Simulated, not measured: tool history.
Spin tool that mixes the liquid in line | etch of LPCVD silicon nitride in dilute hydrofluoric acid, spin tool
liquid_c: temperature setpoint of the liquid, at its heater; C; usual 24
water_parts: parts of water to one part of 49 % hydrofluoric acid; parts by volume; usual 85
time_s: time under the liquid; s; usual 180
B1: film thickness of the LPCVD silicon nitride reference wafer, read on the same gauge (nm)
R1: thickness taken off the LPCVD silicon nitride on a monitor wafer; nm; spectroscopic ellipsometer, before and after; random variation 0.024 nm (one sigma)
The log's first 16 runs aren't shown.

run 17 hour=412.1 | liquid_c=24 water_parts=85 time_s=180 | B1=70 | R1=0.84
run 18 hour=438.4 | liquid_c=24 water_parts=115 time_s=210 | B1=69.978 | R1=0.758
run 19 hour=470.2 | liquid_c=21.5 water_parts=85 time_s=105 | B1=70.003 | R1=0.419
-- hour=500.5 gauge calibrated
run 20 hour=501.3 | liquid_c=24 water_parts=55 time_s=260 | B1=69.995 | R1=1.908
run 21 hour=513.5 | liquid_c=24 water_parts=55 time_s=75 | B1=70.019 | R1=0.549
-- hour=522 hydrofluoric acid flow meter replaced
run 22 hour=544.4 | liquid_c=24 water_parts=110 time_s=230 | B1=70.015 | R1=0.946
run 23 hour=558 | liquid_c=20.5 water_parts=55 time_s=115 | B1=69.973 | R1=0.736
run 24 hour=572 | liquid_c=27.5 water_parts=60 time_s=180 | B1=69.977 | R1=1.657
run 25 hour=598.9 | liquid_c=24 water_parts=85 time_s=180 | B1=70.006 | R1=0.935
run 26 hour=624.3 | liquid_c=24 water_parts=100 time_s=265 | B1=69.994 | R1=1.208
run 27 hour=650.3 | liquid_c=25.5 water_parts=55 time_s=95 | B1=69.963 | R1=0.845
run 28 hour=684.5 | liquid_c=20 water_parts=115 time_s=110 | B1=69.942 | R1=0.33
run 29 hour=713.7 | liquid_c=24 water_parts=85 time_s=180 | B1=69.983 | R1=0.923
run 30 hour=746.2 | liquid_c=21 water_parts=45 time_s=180 | B1=69.966 | R1=1.407
run 31 hour=776.8 | liquid_c=24 water_parts=85 time_s=125 | B1=69.996 | R1=0.628
run 32 hour=794.3 | liquid_c=27 water_parts=65 time_s=210 | B1=69.975 | R1=1.685
run 33 hour=819.3 | liquid_c=24 water_parts=55 time_s=180 | B1=69.976 | R1=1.437

Forecast each of these 3 alternatives for the next run:
run A hour=819.8 | liquid_c=24 water_parts=85 time_s=215 | B1=? | R1=?
run B hour=819.8 | liquid_c=24 water_parts=50 time_s=125 | B1=? | R1=?
run C hour=819.8 | liquid_c=24 water_parts=70 time_s=180 | B1=? | R1=?

run=A B1=70.019 R1=1.011
run=B B1=70.019 R1=0.99
run=C B1=70.019 R1=1.025
Without the tool's hidden state the same runs would have given:
run=A R1=1.083
run=B R1=1.061
run=C R1=1.098
